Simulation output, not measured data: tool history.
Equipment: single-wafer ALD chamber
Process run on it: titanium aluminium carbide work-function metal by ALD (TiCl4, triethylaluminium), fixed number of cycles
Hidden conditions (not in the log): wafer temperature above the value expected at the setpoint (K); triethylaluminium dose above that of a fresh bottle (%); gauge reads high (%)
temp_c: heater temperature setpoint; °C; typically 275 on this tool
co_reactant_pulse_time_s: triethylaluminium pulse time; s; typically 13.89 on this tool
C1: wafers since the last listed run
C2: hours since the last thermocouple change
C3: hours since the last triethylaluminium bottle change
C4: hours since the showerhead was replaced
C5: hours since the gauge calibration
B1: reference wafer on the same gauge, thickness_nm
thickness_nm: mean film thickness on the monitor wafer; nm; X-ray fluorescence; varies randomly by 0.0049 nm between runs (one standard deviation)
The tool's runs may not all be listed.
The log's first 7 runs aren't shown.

-- hour=419.9 thermocouple changed; heater temperature recalibrated
run 8 hour=446.5 | temp_c=275 co_reactant_pulse_time_s=10 | C1=675 C2=26.6 C3=281.7 C4=6265.5 C5=1042.5 | B1=1.79 | thickness_nm=1.769
run 9 hour=537.1 | temp_c=275 co_reactant_pulse_time_s=13.89 | C1=1108 C2=117.2 C3=372.3 C4=6356.1 C5=1133.1 | B1=1.791 | thickness_nm=1.928
run 10 hour=643.6 | temp_c=265 co_reactant_pulse_time_s=17.29 | C1=1303 C2=223.7 C3=478.8 C4=6462.6 C5=1239.6 | B1=1.79 | thickness_nm=1.872
run 11 hour=704.2 | temp_c=265 co_reactant_pulse_time_s=17.29 | C1=741 C2=284.3 C3=539.4 C4=6523.2 C5=1300.2 | B1=1.79 | thickness_nm=1.865
run 12 hour=740.6 | temp_c=275 co_reactant_pulse_time_s=13.89 | C1=445 C2=320.7 C3=575.8 C4=6559.6 C5=1336.6 | B1=1.791 | thickness_nm=1.925
run 13 hour=804.2 | temp_c=275 co_reactant_pulse_time_s=13.89 | C1=778 C2=384.3 C3=639.4 C4=6623.2 C5=1400.2 | B1=1.789 | thickness_nm=1.923
run 14 hour=903.4 | temp_c=275 co_reactant_pulse_time_s=13.89 | C1=1213 C2=483.5 C3=738.6 C4=6722.4 C5=1499.4 | B1=1.789 | thickness_nm=1.918
-- hour=1130.4 triethylaluminium bottle replaced
run 15 hour=1145.1 | temp_c=275 co_reactant_pulse_time_s=13.89 | C1=2859 C2=725.2 C3=14.7 C4=6964.1 C5=1741.1 | B1=1.791 | thickness_nm=1.97
run 16 hour=1226.2 | temp_c=282 co_reactant_pulse_time_s=8.51 | C1=992 C2=806.3 C3=95.8 C4=7045.2 C5=1822.2 | B1=1.789 | thickness_nm=1.687
run 17 hour=1268.9 | temp_c=275 co_reactant_pulse_time_s=13.89 | C1=522 C2=849 C3=138.5 C4=7087.9 C5=1864.9 | B1=1.791 | thickness_nm=1.983
run 18 hour=1318 | temp_c=266 co_reactant_pulse_time_s=9.46 | C1=600 C2=898.1 C3=187.6 C4=7137 C5=1914 | B1=1.791 | thickness_nm=1.693
-- hour=1341.1 thermocouple changed; heater temperature recalibrated
run 19 hour=1409 | temp_c=275 co_reactant_pulse_time_s=9.87 | C1=1015 C2=67.9 C3=278.6 C4=7228 C5=2005 | B1=1.79 | thickness_nm=1.747
run 20 hour=1486.2 | temp_c=275 co_reactant_pulse_time_s=13.89 | C1=944 C2=145.1 C3=355.8 C4=7305.2 C5=2082.2 | B1=1.789 | thickness_nm=1.925
run 21 hour=1575.9 | temp_c=268 co_reactant_pulse_time_s=8.52 | C1=1097 C2=234.8 C3=445.5 C4=7394.9 C5=2171.9 | B1=1.79 | thickness_nm=1.481
-- hour=1576.1 gauge calibrated
run 22 hour=1617.8 | temp_c=275 co_reactant_pulse_time_s=13.89 | C1=512 C2=276.7 C3=487.4 C4=7436.8 C5=41.7 | B1=1.79 | thickness_nm=1.921
run 23 hour=1723 | temp_c=285 co_reactant_pulse_time_s=9.49 | C1=1287 C2=381.9 C3=592.6 C4=7542 C5=146.9 | B1=1.79 | thickness_nm=1.728
run 24 hour=1761.5 | temp_c=275 co_reactant_pulse_time_s=13.89 | C1=471 C2=420.4 C3=631.1 C4=7580.5 C5=185.4 | B1=1.79 | thickness_nm=1.915
-- hour=1822.9 showerhead replaced
run 25 hour=1824.3 | temp_c=275 co_reactant_pulse_time_s=13.89 | C1=670 C2=483.2 C3=693.9 C4=1.4 C5=248.2 | B1=1.791 | thickness_nm=1.926
run 26 hour=1909.7 | temp_c=275 co_reactant_pulse_time_s=18.63 | C1=1044 C2=568.6 C3=779.3 C4=86.8 C5=333.6 | B1=1.79 | thickness_nm=1.963
run 27 hour=1956.3 | temp_c=280 co_reactant_pulse_time_s=12.38 | C1=570 C2=615.2 C3=825.9 C4=133.4 C5=380.2 | B1=1.79 | thickness_nm=1.901
run 28 hour=2003.7 | temp_c=263 co_reactant_pulse_time_s=9.53 | C1=579 C2=662.6 C3=873.3 C4=180.8 C5=427.6 | B1=1.791 | thickness_nm=1.515
run 29 hour=2092.8 | temp_c=279 co_reactant_pulse_time_s=8.77 | C1=1090 C2=751.7 C3=962.4 C4=269.9 C5=516.7 | B1=1.79 | thickness_nm=1.468
run 30 hour=2183.3 | temp_c=275 co_reactant_pulse_time_s=13.89 | C1=1107 C2=842.2 C3=1052.9 C4=360.4 C5=607.2 | B1=1.79 | thickness_nm=1.913
-- hour=2252.6 triethylaluminium bottle replaced
run 31 hour=2253.1 | temp_c=275 co_reactant_pulse_time_s=11.8 | C1=756 C2=912 C3=0.5 C4=430.2 C5=677 | B1=1.791 | thickness_nm=1.943
run 32 hour=2323.7 | temp_c=261 co_reactant_pulse_time_s=13.89 | C1=863 C2=982.6 C3=71.1 C4=500.8 C5=747.6 | B1=1.79 | thickness_nm=1.868

Consider 5 possible next runs. They are alternatives, not a sequence: every one starts from the tool as it was left by run 32. What does each give?
run A hour=2324.1 | temp_c=275 co_reactant_pulse_time_s=13.89 | C1=4 C2=983 C3=71.5 C4=501.2 C5=748 | B1=? | thickness_nm=?
run B hour=2324.1 | temp_c=284 co_reactant_pulse_time_s=12.21 | C1=4 C2=983 C3=71.5 C4=501.2 C5=748 | B1=? | thickness_nm=?
run C hour=2324.1 | temp_c=275 co_reactant_pulse_time_s=17.18 | C1=4 C2=983 C3=71.5 C4=501.2 C5=748 | B1=? | thickness_nm=?
run D hour=2324.1 | temp_c=283 co_reactant_pulse_time_s=10.76 | C1=4 C2=983 C3=71.5 C4=501.2 C5=748 | B1=? | thickness_nm=?
run E hour=2324.1 | temp_c=281 co_reactant_pulse_time_s=11.16 | C1=4 C2=983 C3=71.5 C4=501.2 C5=748 | B1=? | thickness_nm=?

run=A B1=1.79 thickness_nm=1.99
run=B B1=1.79 thickness_nm=2.041
run=C B1=1.79 thickness_nm=2.005
run=D B1=1.79 thickness_nm=1.974
run=E B1=1.79 thickness_nm=1.978
With no hidden state in the tool, these same runs would have given:
run=A thickness_nm=1.946
run=B thickness_nm=2
run=C thickness_nm=1.959
run=D thickness_nm=1.937
run=E thickness_nm=1.939
